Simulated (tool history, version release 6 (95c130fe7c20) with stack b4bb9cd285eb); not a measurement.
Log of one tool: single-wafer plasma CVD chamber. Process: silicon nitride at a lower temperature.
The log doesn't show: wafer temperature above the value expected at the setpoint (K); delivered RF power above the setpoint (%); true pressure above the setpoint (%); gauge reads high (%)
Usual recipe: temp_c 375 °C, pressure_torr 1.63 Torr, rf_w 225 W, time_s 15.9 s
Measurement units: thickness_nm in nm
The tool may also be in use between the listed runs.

run	day	temp_c	pressure_torr	rf_w	time_s	wafers since the last listed run	hours since the last thermocouple change	hours since the last RF generator calibration	hours since the last manometer calibration	hours since the showerhead was replaced	hours since the gauge calibration	read-back reference wafer on the same gauge, thickness_nm	thickness_nm
1	0	375	1.63	225	15.9	0	1666.8	3.6	900.6	6351.7	469.2	13.614	13.924
2	0.654	375	1.63	235	15.9	264	1682.5	19.3	916.3	6367.4	484.9	13.611	14.309
3	1.638	375	1.63	235	15.9	397	1706.1	42.9	939.9	6391	508.5	13.594	14.322
4	3.008	375	1.31	225	15.9	554	1739	75.8	972.8	6423.9	541.4	13.604	13.101
5	4.262	375	1.31	225	15.9	507	1769.1	105.9	1002.9	6454	571.5	13.592	13.044
6	5.354	375	1.63	225	15.9	441	1795.3	132.1	1029.1	6480.2	597.7	13.581	13.92
7	8.979	375	1.63	225	15.9	1467	1882.3	219.1	1116.1	6567.2	684.7	13.593	14.106
# day 12.354: thermocouple changed; heater temperature recalibrated
8	12.567	375	1.63	225	15.9	1316	5.1	305.2	1202.2	6653.3	770.8	13.603	14.084
9	13.458	375	1.63	225	18.1	360	26.5	326.6	1223.6	6674.7	792.2	13.588	16.019
# day 14.158: gauge calibrated
10	14.429	375	1.63	225	15.9	392	49.8	349.9	1246.9	6698	6.5	13.593	14.012
# day 15: showerhead replaced
11	15.475	375	1.35	225	16.8	288	74.9	375	1272	11.4	31.6	13.613	14.106
12	16.196	375	1.63	225	15.9	291	92.2	392.3	1289.3	28.7	48.9	13.598	14.035
13	17.112	388	1.63	245	15.9	370	114.2	414.3	1311.3	50.7	70.9	13.59	14.704
# day 18.233: capacitance manometer re-zeroed and calibrated
14	18.254	375	1.63	225	12.7	327	141.6	441.7	0.5	78.1	98.3	13.611	11.119
15	18.979	363	1.86	225	15.9	293	159	459.1	17.9	95.5	115.7	13.614	14.563
16	20.4	375	1.63	225	15.9	575	193.1	493.2	52	129.6	149.8	13.595	13.976
17	21.379	369	1.5	260	15.9	396	216.6	516.7	75.5	153.1	173.3	13.615	14.813
18	22.038	375	1.63	225	15.9	266	232.4	532.5	91.3	168.9	189.1	13.594	13.928
19	22.712	375	1.63	225	15.9	273	248.6	548.7	107.5	185.1	205.3	13.592	13.869
20	24.029	375	1.63	225	15.9	532	280.2	580.3	139.1	216.7	236.9	13.588	13.939
21	24.579	388	1.63	225	15.9	222	293.4	593.5	152.3	229.9	250.1	13.597	13.925
22	25.225	382	1.5	190	13.3	261	308.9	609	167.8	245.4	265.6	13.601	10.238
23	25.888	375	1.63	245	18.7	268	324.8	624.9	183.7	261.3	281.5	13.607	17.236
24	26.404	375	1.63	270	15.9	209	337.2	637.3	196.1	273.7	293.9	13.601	15.363
25	27.408	375	1.63	235	15.9	406	361.3	661.4	220.2	297.8	318	13.616	14.214
26	28.846	375	1.63	195	15.9	581	395.8	695.9	254.7	332.3	352.5	13.597	12.808
27	29.954	375	1.63	210	15.9	448	422.4	722.5	281.3	358.9	379.1	13.595	13.297
28	30.929	375	1.63	235	15.9	394	445.8	745.9	304.7	382.3	402.5	13.599	14.239

Here are 5 independent what-if runs from the current tool condition. What would each one return?
A	30.946	370	1.63	225	15.9	6	446.2	746.3	305.1	382.7	402.9	?	?
B	30.946	366	1.28	205	15.9	6	446.2	746.3	305.1	382.7	402.9	?	?
C	30.946	375	1.85	225	15.9	6	446.2	746.3	305.1	382.7	402.9	?	?
D	30.946	375	1.63	250	15.9	6	446.2	746.3	305.1	382.7	402.9	?	?
E	30.946	375	1.94	225	15.9	6	446.2	746.3	305.1	382.7	402.9	?	?

run	read-back reference wafer on the same gauge, thickness_nm	thickness_nm
A	13.585	13.986
B	13.585	12.362
C	13.585	14.461
D	13.585	14.824
E	13.585	14.654
Without the tool's unlogged condition, the same runs would have read:
run	thickness_nm
A	13.987
B	12.363
C	14.462
D	14.824
E	14.655
